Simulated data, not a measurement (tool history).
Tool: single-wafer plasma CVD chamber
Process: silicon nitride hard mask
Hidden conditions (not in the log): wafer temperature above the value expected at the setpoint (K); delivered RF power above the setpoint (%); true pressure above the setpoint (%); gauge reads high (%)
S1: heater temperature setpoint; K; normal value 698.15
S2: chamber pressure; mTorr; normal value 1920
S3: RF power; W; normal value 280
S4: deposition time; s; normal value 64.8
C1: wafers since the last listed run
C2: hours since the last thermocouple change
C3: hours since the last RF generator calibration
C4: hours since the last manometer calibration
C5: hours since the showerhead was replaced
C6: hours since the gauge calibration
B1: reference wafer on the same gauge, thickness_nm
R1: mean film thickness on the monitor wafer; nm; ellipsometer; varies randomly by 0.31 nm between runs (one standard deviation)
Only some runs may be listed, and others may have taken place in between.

run 1 hour=0.0 | S1=698.15 S2=1920 S3=280 S4=64.8 | C1=0 C2=2049.6 C3=1345.3 C4=967.4 C5=4280.5 C6=1744.0 | B1=78.165 | R1=69.491
run 2 hour=70.1 | S1=698.15 S2=1920 S3=280 S4=64.8 | C1=716 C2=2119.7 C3=1415.4 C4=1037.5 C5=4350.6 C6=1814.1 | B1=78.202 | R1=69.548
run 3 hour=95.1 | S1=698.15 S2=1920 S3=280 S4=64.8 | C1=255 C2=2144.7 C3=1440.4 C4=1062.5 C5=4375.6 C6=1839.1 | B1=78.237 | R1=69.159
run 4 hour=273.2 | S1=698.15 S2=1920 S3=280 S4=64.8 | C1=1821 C2=2322.8 C3=1618.5 C4=1240.6 C5=4553.7 C6=2017.2 | B1=78.215 | R1=68.972
run 5 hour=308.3 | S1=698.15 S2=1920 S3=280 S4=64.8 | C1=358 C2=2357.9 C3=1653.6 C4=1275.7 C5=4588.8 C6=2052.3 | B1=78.162 | R1=68.796
run 6 hour=376.5 | S1=698.15 S2=1920 S3=280 S4=58.4 | C1=697 C2=2426.1 C3=1721.8 C4=1343.9 C5=4657.0 C6=2120.5 | B1=78.226 | R1=61.950
-- hour=412.4 gauge calibrated
run 7 hour=431.7 | S1=698.15 S2=1920 S3=280 S4=58.4 | C1=564 C2=2481.3 C3=1777.0 C4=1399.1 C5=4712.2 C6=19.3 | B1=78.215 | R1=62.722
run 8 hour=490.1 | S1=698.15 S2=1920 S3=280 S4=64.8 | C1=597 C2=2539.7 C3=1835.4 C4=1457.5 C5=4770.6 C6=77.7 | B1=78.223 | R1=68.360
run 9 hour=533.6 | S1=698.15 S2=1920 S3=280 S4=64.8 | C1=444 C2=2583.2 C3=1878.9 C4=1501.0 C5=4814.1 C6=121.2 | B1=78.113 | R1=68.525
run 10 hour=578.3 | S1=698.15 S2=1920 S3=280 S4=64.8 | C1=457 C2=2627.9 C3=1923.6 C4=1545.7 C5=4858.8 C6=165.9 | B1=78.219 | R1=68.141
run 11 hour=617.9 | S1=698.15 S2=1920 S3=280 S4=64.8 | C1=404 C2=2667.5 C3=1963.2 C4=1585.3 C5=4898.4 C6=205.5 | B1=78.144 | R1=68.659
run 12 hour=660.3 | S1=698.15 S2=1920 S3=280 S4=64.8 | C1=433 C2=2709.9 C3=2005.6 C4=1627.7 C5=4940.8 C6=247.9 | B1=78.170 | R1=68.374
run 13 hour=711.9 | S1=703.15 S2=1540 S3=320 S4=52.5 | C1=527 C2=2761.5 C3=2057.2 C4=1679.3 C5=4992.4 C6=299.5 | B1=78.255 | R1=57.934
-- hour=735.9 RF generator calibrated
run 14 hour=756.8 | S1=698.15 S2=1920 S3=280 S4=64.8 | C1=377 C2=2806.4 C3=20.9 C4=1724.2 C5=5037.3 C6=344.4 | B1=78.201 | R1=69.741
run 15 hour=824.8 | S1=684.15 S2=1920 S3=280 S4=64.8 | C1=695 C2=2874.4 C3=88.9 C4=1792.2 C5=5105.3 C6=412.4 | B1=78.175 | R1=70.193
run 16 hour=876.3 | S1=698.15 S2=1920 S3=280 S4=64.8 | C1=526 C2=2925.9 C3=140.4 C4=1843.7 C5=5156.8 C6=463.9 | B1=78.262 | R1=70.423
run 17 hour=926.8 | S1=707.15 S2=1450 S3=280 S4=64.8 | C1=516 C2=2976.4 C3=190.9 C4=1894.2 C5=5207.3 C6=514.4 | B1=78.232 | R1=63.896
run 18 hour=981.8 | S1=693.15 S2=1740 S3=320 S4=56.4 | C1=562 C2=3031.4 C3=245.9 C4=1949.2 C5=5262.3 C6=569.4 | B1=78.177 | R1=65.849
-- hour=1016.3 capacitance manometer re-zeroed and calibrated
-- hour=1017.0 showerhead replaced
-- hour=1048.1 thermocouple changed; heater temperature recalibrated
run 19 hour=1053.0 | S1=698.15 S2=2140 S3=225 S4=68.3 | C1=558 C2=4.9 C3=317.1 C4=36.7 C5=36.0 C6=640.6 | B1=78.186 | R1=62.817
run 20 hour=1119.3 | S1=698.15 S2=1920 S3=280 S4=64.8 | C1=678 C2=71.2 C3=383.4 C4=103.0 C5=102.3 C6=706.9 | B1=78.292 | R1=71.405
run 21 hour=1152.6 | S1=698.15 S2=1920 S3=280 S4=64.8 | C1=340 C2=104.5 C3=416.7 C4=136.3 C5=135.6 C6=740.2 | B1=78.228 | R1=70.977
run 22 hour=1212.3 | S1=698.15 S2=1920 S3=245 S4=60.4 | C1=610 C2=164.2 C3=476.4 C4=196.0 C5=195.3 C6=799.9 | B1=78.206 | R1=58.844
run 23 hour=1246.4 | S1=698.15 S2=1920 S3=280 S4=64.8 | C1=348 C2=198.3 C3=510.5 C4=230.1 C5=229.4 C6=834.0 | B1=78.169 | R1=71.453
run 24 hour=1278.8 | S1=698.15 S2=2100 S3=230 S4=64.8 | C1=331 C2=230.7 C3=542.9 C4=262.5 C5=261.8 C6=866.4 | B1=78.224 | R1=60.778
run 25 hour=1329.4 | S1=712.15 S2=1920 S3=315 S4=64.8 | C1=517 C2=281.3 C3=593.5 C4=313.1 C5=312.4 C6=917.0 | B1=78.196 | R1=76.913
run 26 hour=1366.5 | S1=698.15 S2=1920 S3=245 S4=60.4 | C1=379 C2=318.4 C3=630.6 C4=350.2 C5=349.5 C6=954.1 | B1=78.225 | R1=58.570
run 27 hour=1553.1 | S1=698.15 S2=2180 S3=280 S4=64.8 | C1=1908 C2=505.0 C3=817.2 C4=536.8 C5=536.1 C6=1140.7 | B1=78.203 | R1=72.303
run 28 hour=1598.7 | S1=691.15 S2=2260 S3=295 S4=64.8 | C1=466 C2=550.6 C3=862.8 C4=582.4 C5=581.7 C6=1186.3 | B1=78.243 | R1=77.170
run 29 hour=1638.6 | S1=707.15 S2=1490 S3=280 S4=69.0 | C1=408 C2=590.5 C3=902.7 C4=622.3 C5=621.6 C6=1226.2 | B1=78.214 | R1=69.783

Here are 3 independent what-if runs from the current tool condition. What would each one return?
run A hour=1639.0 | S1=698.15 S2=1920 S3=280 S4=64.8 | C1=4 C2=590.9 C3=903.1 C4=622.7 C5=622.0 C6=1226.6 | B1=? | R1=?
run B hour=1639.0 | S1=712.15 S2=1760 S3=260 S4=64.8 | C1=4 C2=590.9 C3=903.1 C4=622.7 C5=622.0 C6=1226.6 | B1=? | R1=?
run C hour=1639.0 | S1=685.15 S2=1920 S3=230 S4=56.8 | C1=4 C2=590.9 C3=903.1 C4=622.7 C5=622.0 C6=1226.6 | B1=? | R1=?

run=A B1=78.167 R1=70.594
run=B B1=78.167 R1=64.157
run=C B1=78.167 R1=52.162
Without the tool's hidden state the same runs would have given:
run=A R1=71.927
run=B R1=65.394
run=C R1=53.195
